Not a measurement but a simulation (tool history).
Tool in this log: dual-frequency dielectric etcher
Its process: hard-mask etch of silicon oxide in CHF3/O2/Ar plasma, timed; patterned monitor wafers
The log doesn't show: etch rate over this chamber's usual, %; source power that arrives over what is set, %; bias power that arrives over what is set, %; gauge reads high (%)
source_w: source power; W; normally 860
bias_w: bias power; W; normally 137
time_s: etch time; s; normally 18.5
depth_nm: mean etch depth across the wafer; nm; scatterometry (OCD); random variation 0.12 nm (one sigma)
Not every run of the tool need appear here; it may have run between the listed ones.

run	hour	source_w	bias_w	time_s	wafers since the last listed run	hours since the last wet clean	hours since the last source power generator calibration	hours since the last bias power generator calibration	hours since the last upper electrode change	hours since the gauge calibration	read-back reference wafer on the same gauge, depth_nm	depth_nm
1	0	860	137	18.5	0	277.5	3113	2138.5	3845	1239.1	42.83	39.05
2	45.1	860	137	18.5	681	322.6	3158.1	2183.6	3890.1	1284.2	42.79	38.8
3	82.4	860	137	18.5	563	359.9	3195.4	2220.9	3927.4	1321.5	42.82	38.45
# hour 110: upper electrode replaced
4	138.7	860	137	18.5	488	416.2	3251.7	2277.2	28.7	1377.8	42.84	38.52
# hour 172.6: bias power generator calibrated
# hour 186.8: wet clean of the chamber
5	187.3	860	137	18.5	460	0.5	3300.3	14.7	77.3	1426.4	42.78	39.83
# hour 197.2: gauge calibrated
6	245	860	137	18.5	871	58.2	3358	72.4	135	47.8	42.83	39.57
7	269.3	860	137	18.5	367	82.5	3382.3	96.7	159.3	72.1	42.8	39.49
8	313.6	860	137	20	669	126.8	3426.6	141	203.6	116.4	42.76	42.36
9	352.2	860	137	20	583	165.4	3465.2	179.6	242.2	155	42.83	42.32
# hour 406.9: source power generator calibrated
10	407.4	920	167	14.5	773	220.6	0.5	234.8	297.4	210.2	42.85	34.65
11	447.2	950	127	23.5	601	260.4	40.3	274.6	337.2	250	42.8	52.14
12	480.7	1070	137	18.5	506	293.9	73.8	308.1	370.7	283.5	42.79	44.64
13	520.1	860	137	18.5	595	333.3	113.2	347.5	410.1	322.9	42.76	39.54
14	546.6	860	137	18.5	400	359.8	139.7	374	436.6	349.4	42.81	39.48
# hour 624.5: wet clean of the chamber
15	625	940	128	18.5	822	0.5	218.1	452.4	515	427.8	42.83	41.47
16	673	1010	137	18.5	725	48.5	266.1	500.4	563	475.8	42.8	43.89
17	724.3	860	137	18.5	775	99.8	317.4	551.7	614.3	527.1	42.79	40.02
18	794.8	860	137	15	1065	170.3	387.9	622.2	684.8	597.6	42.8	32.3
19	835.4	860	156	20	613	210.9	428.5	662.8	725.4	638.2	42.84	44.62
20	874.1	800	110	22.5	584	249.6	467.2	701.5	764.1	676.9	42.86	43.59
21	910	860	137	18.5	542	285.5	503.1	737.4	800	712.8	42.79	39.56
22	953.3	1020	117	20.5	654	328.8	546.4	780.7	843.3	756.1	42.79	45.51
23	996.6	760	137	22	654	372.1	589.7	824	886.6	799.4	42.76	43.61
# hour 1060.5: wet clean of the chamber
24	1061	1050	153	18.5	610	0.5	654.1	888.4	951	863.8	42.82	46.52
25	1111.4	1030	150	18.5	761	50.9	704.5	938.8	1001.4	914.2	42.81	45.33
26	1179	1040	149	22	1021	118.5	772.1	1006.4	1069	981.8	42.78	54.47
27	1235.7	1010	153	18.5	856	175.2	828.8	1063.1	1125.7	1038.5	42.86	44.8
28	1301.8	860	104	15	998	241.3	894.9	1129.2	1191.8	1104.6	42.81	29.71
29	1341.3	780	150	23	596	280.8	934.4	1168.7	1231.3	1144.1	42.78	48.05

Predict each of these 4 candidate next runs independently; none follows another, all start after run 29:
A	1341.7	860	137	23	6	281.2	934.8	1169.1	1231.7	1144.5	?	?
B	1341.7	1040	137	24	6	281.2	934.8	1169.1	1231.7	1144.5	?	?
C	1341.7	750	137	22.5	6	281.2	934.8	1169.1	1231.7	1144.5	?	?
D	1341.7	860	124	14.5	6	281.2	934.8	1169.1	1231.7	1144.5	?	?

run	read-back reference wafer on the same gauge, depth_nm	depth_nm
A	42.77	49.13
B	42.77	56.56
C	42.77	44.6
D	42.77	30.03
Take away the tool's hidden state, keep each run's random variation, and the runs would have read:
run	depth_nm
A	50.36
B	57.98
C	45.72
D	30.79

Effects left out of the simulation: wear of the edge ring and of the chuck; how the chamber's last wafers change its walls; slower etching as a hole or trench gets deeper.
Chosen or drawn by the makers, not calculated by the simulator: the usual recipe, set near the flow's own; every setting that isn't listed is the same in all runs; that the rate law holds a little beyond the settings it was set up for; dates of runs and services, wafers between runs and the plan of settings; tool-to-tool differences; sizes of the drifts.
